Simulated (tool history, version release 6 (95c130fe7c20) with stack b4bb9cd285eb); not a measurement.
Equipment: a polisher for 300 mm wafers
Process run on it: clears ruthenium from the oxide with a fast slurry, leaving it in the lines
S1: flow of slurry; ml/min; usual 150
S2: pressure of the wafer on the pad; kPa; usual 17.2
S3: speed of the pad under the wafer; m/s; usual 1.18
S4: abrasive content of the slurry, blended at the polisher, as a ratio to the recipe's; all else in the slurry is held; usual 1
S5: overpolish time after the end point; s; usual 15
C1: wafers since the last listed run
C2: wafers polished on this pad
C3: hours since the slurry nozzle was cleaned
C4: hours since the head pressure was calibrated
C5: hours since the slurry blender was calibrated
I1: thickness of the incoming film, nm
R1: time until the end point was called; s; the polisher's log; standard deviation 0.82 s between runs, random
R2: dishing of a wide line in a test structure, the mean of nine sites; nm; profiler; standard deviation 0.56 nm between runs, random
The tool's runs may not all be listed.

run	day	S1	S2	S3	S4	S5	C1	C2	C3	C4	C5	I1	R1	R2
1	0	150	17.2	1.18	1	15	0	1081	471.9	1133.2	89.3	199.7	57.6	40.2
# day 0.383: head pressure recalibrated
2	0.538	150	17.2	1.18	1	15	123	1205	484.8	3.7	102.2	200.4	56.6	40.4
# day 0.983: worn pad replaced by a new one
3	1.004	180	17.2	1.18	1	15	81	5	496	14.9	113.4	201.1	55.6	41
# day 1.296: slurry blender recalibrated
4	1.317	120	22.1	1	1	19	62	67	503.5	22.4	0.5	202.4	56.9	48.4
5	1.779	150	20.7	1.18	1	22	125	193	514.6	33.5	11.6	200.2	48	63.7
6	2.071	130	17.2	1.18	0.9	6	79	272	521.6	40.5	18.6	199	64.1	16
7	2.554	150	17.2	1.18	1	15	131	404	533.2	52.1	30.2	199.6	58.9	39.6
8	2.925	150	17.2	1.18	1	15	100	505	542.1	61	39.1	199.6	56.8	38.5
9	3.321	185	15.9	1.34	1	9	107	612	551.6	70.5	48.6	201.1	53.7	27.1
10	3.621	150	13.1	0.88	0.7	15	81	694	558.8	77.7	55.8	200.3	118.7	21.1
11	3.9	150	17.2	1.18	1.25	15	75	770	565.5	84.4	62.5	198.9	55.6	41.6
12	4.279	150	17.2	1.18	1	15	103	873	574.6	93.5	71.6	199.7	61.1	38.3
13	4.725	120	17.2	1.18	1	15	121	994	585.3	104.2	82.3	197.2	63.8	36
14	5.071	150	17.2	1.18	1.3	15	94	1088	593.6	112.5	90.6	200.2	55.9	40.1
15	6.5	150	17.2	0.84	1.1	7	388	1477	627.9	146.8	124.9	203.3	86.8	13.8
# day 6.612: slurry blender recalibrated
# day 6.729: worn pad replaced by a new one
16	7.096	110	20	1.58	1	21	107	100	642.2	161.1	11.6	197.8	44.2	63.2
17	7.375	105	17.2	1.3	1.1	21	75	176	648.9	167.8	18.3	197.9	64.2	47.5
18	7.838	150	17.2	1.4	0.9	18	125	301	660	178.9	29.4	197.8	54.9	48.2
19	8.383	150	17.2	1.18	1	15	148	450	673.1	192	42.5	195.8	65	35.1
# day 8.929: slurry nozzle cleaned
20	8.967	200	17.2	1.54	1	15	147	597	0.9	206	56.5	202.7	39.1	54
21	9.633	180	23.4	1.18	1.25	22	181	779	16.9	222	72.5	200.3	36	77
22	10.296	150	23.4	1.18	1.15	15	180	959	32.8	237.9	88.4	201.6	38.7	57.7
23	11.046	180	17.2	0.8	1	15	204	1163	50.8	255.9	106.4	199.6	78	30.6
24	11.3	150	17.2	1.18	1	15	69	1232	56.9	262	112.5	197.7	53.2	41.8
# day 11.962: worn pad replaced by a new one
25	11.983	150	17.2	1.18	1	15	140	5	73.3	278.4	128.9	200.4	53.2	42.2
# day 12.425: slurry blender recalibrated
26	13.858	150	17.2	1.18	1	10	487	493	118.3	323.4	34.4	200.7	54.7	29.8
27	14.492	150	19.3	0.8	1.15	13	172	665	133.5	338.6	49.6	198.5	69.8	30.6
28	15.162	150	17.2	1.18	1	18	182	847	149.6	354.7	65.7	202.4	55.1	49.2

Some steps in R1, run to run, broken into two amounts with sign: the step expected even without the hidden condition (settings, incoming material, random variation), and the rest, left for the hidden condition together with whatever gauge scatter is not in both the measured and the hidden-condition-free result:
The tool's hidden condition here consists of: removal rate lost through wear of the pad, %; slurry flow missing at the pad, %; deviation of the head's pressure from its setpoint, %; abrasive missing from the slurry, %.
Run 9 -> 10: S1 185 -> 150, S2 15.9 -> 13.1, S3 1.34 -> 0.88, S4 1 -> 0.7, S5 9 -> 15. R1 +65 s: hidden state +7.7, all else +57.3.
Run 10 -> 11: S2 13.1 -> 17.2, S3 0.88 -> 1.18, S4 0.7 -> 1.25. R1 -63.1 s: hidden state -6.2, all else -56.9.
Run 19 -> 20: S1 150 -> 200, S3 1.18 -> 1.54, slurry nozzle cleaned. R1 -25.9 s: hidden state -11.6, all else -14.3.
